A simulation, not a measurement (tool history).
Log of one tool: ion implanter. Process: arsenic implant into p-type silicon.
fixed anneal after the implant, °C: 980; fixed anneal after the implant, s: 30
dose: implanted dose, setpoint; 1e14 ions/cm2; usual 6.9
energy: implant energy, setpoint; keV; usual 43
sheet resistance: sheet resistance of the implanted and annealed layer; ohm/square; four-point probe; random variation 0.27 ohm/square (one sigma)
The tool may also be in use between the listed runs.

run,hour,dose,energy,wafers since the last listed run,hours since the last dose calibration,hours since the extraction supply was calibrated,hours since the gauge calibration,"read-back reference wafer on the same gauge, sheet resistance",sheet resistance
1,0,5.88,43,0,742,2961,56.2,145.93,164.03
2,16.1,5.88,43,386,758.1,2977.1,72.3,146.03,163.89
3,24.1,5.88,43,192,766.1,2985.1,80.3,145.92,164.05
4,41.6,6.9,50.5,420,783.6,3002.6,97.8,145.98,141.61
5,56.8,6.9,49,365,798.8,3017.8,113,145.98,142.54
6,64,6.9,49,172,806,3025,120.2,146.01,142.79
7,70.5,6.9,43,156,812.5,3031.5,126.7,145.96,145.99
# hour 92: Faraday cup replaced and dose calibrated
8,92.5,5.57,46,336,0.5,3053.5,148.7,146.05,165.9
# hour 92.8: gauge calibrated
9,101.8,6.9,30.5,223,9.8,3062.8,9,145.99,151.27
10,110.8,6.9,43,216,18.8,3071.8,18,146.09,141.83
# hour 152.1: extraction supply calibrated
11,152.6,4.95,29.5,811,60.6,0.5,59.8,145.97,194.16
12,159.5,7.99,49.5,165,67.5,7.4,66.7,146.04,123.54
13,174.3,7.99,49.5,355,82.3,22.2,81.5,146.04,124.01
14,185.3,5.37,37.5,264,93.3,33.2,92.5,145.97,175.96
15,199.6,5.09,43,343,107.6,47.5,106.8,145.98,180.32
16,205.6,8.07,32,144,113.6,53.5,112.8,146.01,133.83
17,214.8,7.78,35,221,122.8,62.7,122,146.01,134.56

3 ways to go on from here, each from the tool as it stands after run 17. What would each give?
A,215.2,6.9,43,9,123.2,63.1,122.4,?,?
B,215.2,8.44,30,9,123.2,63.1,122.4,?,?
C,215.2,7.65,43,9,123.2,63.1,122.4,?,?

run,"read-back reference wafer on the same gauge, sheet resistance",sheet resistance
A,145.96,141.99
B,145.96,131.91
C,145.96,131.16
Without the tool's hidden state the same runs would have given:
run,sheet resistance
A,142.81
B,132.56
C,131.9
